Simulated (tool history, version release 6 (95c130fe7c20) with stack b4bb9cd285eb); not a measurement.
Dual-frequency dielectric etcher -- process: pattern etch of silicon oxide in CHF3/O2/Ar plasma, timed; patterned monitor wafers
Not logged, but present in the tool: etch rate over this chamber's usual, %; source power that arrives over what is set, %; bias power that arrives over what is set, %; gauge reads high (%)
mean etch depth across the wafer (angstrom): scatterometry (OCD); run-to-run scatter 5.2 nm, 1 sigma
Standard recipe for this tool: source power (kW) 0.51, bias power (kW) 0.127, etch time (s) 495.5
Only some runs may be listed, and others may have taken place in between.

run,hour,source power (kW),bias power (kW),etch time (s),wafers since the last listed run,hours since the last wet clean,hours since the last source power generator calibration,hours since the last bias power generator calibration,hours since the last upper electrode change,hours since the gauge calibration,"read-back reference wafer on the same gauge, depth_nm",mean etch depth across the wafer (angstrom)
1,0,0.58,0.148,495.5,0,421.8,3209.8,1616.1,4915.3,365.3,816.4,9232
# hour 9.5: wet clean of the chamber
2,14.8,0.58,0.148,495.5,14,5.3,3224.6,1630.9,4930.1,380.1,818.3,8797
3,106.1,0.51,0.127,454.5,250,96.6,3315.9,1722.2,5021.4,471.4,814.5,7240
4,118.8,0.51,0.127,454.5,34,109.3,3328.6,1734.9,5034.1,484.1,819.5,7238
5,132.8,0.51,0.127,495.5,38,123.3,3342.6,1748.9,5048.1,498.1,817.5,7982
6,159.7,0.51,0.127,495.5,73,150.2,3369.5,1775.8,5075,525,818.1,7990
7,180.3,0.51,0.127,611,56,170.8,3390.1,1796.4,5095.6,545.6,819,9823
8,203.2,0.51,0.127,611,62,193.7,3413,1819.3,5118.5,568.5,816,9829
9,234.6,0.51,0.127,608,86,225.1,3444.4,1850.7,5149.9,599.9,815.7,9727
10,263.9,0.51,0.127,608,80,254.4,3473.7,1880,5179.2,629.2,817.6,9840
11,281.2,0.51,0.127,608,47,271.7,3491,1897.3,5196.5,646.5,818.8,9729
12,307.1,0.51,0.127,570.5,70,297.6,3516.9,1923.2,5222.4,672.4,819.9,9331
13,336.7,0.51,0.127,570.5,81,327.2,3546.5,1952.8,5252,702,819.8,9301
14,349.8,0.51,0.127,495.5,35,340.3,3559.6,1965.9,5265.1,715.1,820.4,8064
# hour 379.1: upper electrode replaced, of another model than before
15,379.6,0.45,0.147,376,15,370.1,3589.4,1995.7,0.5,744.9,820.2,5609
16,381.6,0.63,0.096,495.5,5,372.1,3591.4,1997.7,2.5,746.9,816.5,8966
17,400.4,0.55,0.127,605.5,51,390.9,3610.2,2016.5,21.3,765.7,818.5,10536
18,422.8,0.41,0.113,383.5,61,413.3,3632.6,2038.9,43.7,788.1,816.5,4780
19,441.8,0.51,0.127,400,52,432.3,3651.6,2057.9,62.7,807.1,820.9,6471
# hour 460.6: source power generator calibrated
# hour 473.2: gauge calibrated
# hour 489.1: wet clean of the chamber
# hour 491.6: bias power generator calibrated
20,492.1,0.51,0.112,495.5,54,3,31.5,0.5,113,18.9,819.5,7627
21,498,0.51,0.127,495.5,16,8.9,37.4,6.4,118.9,24.8,817.3,7897
22,530.3,0.51,0.127,617,88,41.2,69.7,38.7,151.2,57.1,818.9,9832
23,553.2,0.51,0.127,495.5,62,64.1,92.6,61.6,174.1,80,820.2,7825
24,571.3,0.51,0.127,495.5,49,82.2,110.7,79.7,192.2,98.1,817.4,7819
25,600.4,0.51,0.097,355,79,111.3,139.8,108.8,221.3,127.2,818,5371
26,625.6,0.56,0.127,495.5,69,136.5,165,134,246.5,152.4,815.8,8580
27,647.8,0.46,0.1,563.5,60,158.7,187.2,156.2,268.7,174.6,819,7788
28,670.3,0.51,0.127,495.5,61,181.2,209.7,178.7,291.2,197.1,817.4,7997
29,705.5,0.41,0.113,383.5,96,216.4,244.9,213.9,326.4,232.3,818.9,4772

Entry by entry between the runs, the difference in hidden state between the last listed run before and the first listed run after:
From run 1 to run 2: wet clean of the chamber (hour 9.5)
  etch rate over this chamber's usual, %: 3.49 -> -0.283
  measured result minus the result with no hidden state, mean etch depth across the wafer (angstrom): +312 -> -25
From run 14 to run 15: upper electrode replaced, of another model than before (hour 379.1)
  etch rate over this chamber's usual, %: 2.26 -> 2.48
  measured result minus the result with no hidden state, mean etch depth across the wafer (angstrom): +178 -> +136
From run 19 to run 20: source power generator calibrated (hour 460.6); gauge calibrated (hour 473.2); wet clean of the chamber (hour 489.1); bias power generator calibrated (hour 491.6)
  etch rate over this chamber's usual, %: 2.95 -> 0.183
  measured result minus the result with no hidden state, mean etch depth across the wafer (angstrom): +185 -> +14

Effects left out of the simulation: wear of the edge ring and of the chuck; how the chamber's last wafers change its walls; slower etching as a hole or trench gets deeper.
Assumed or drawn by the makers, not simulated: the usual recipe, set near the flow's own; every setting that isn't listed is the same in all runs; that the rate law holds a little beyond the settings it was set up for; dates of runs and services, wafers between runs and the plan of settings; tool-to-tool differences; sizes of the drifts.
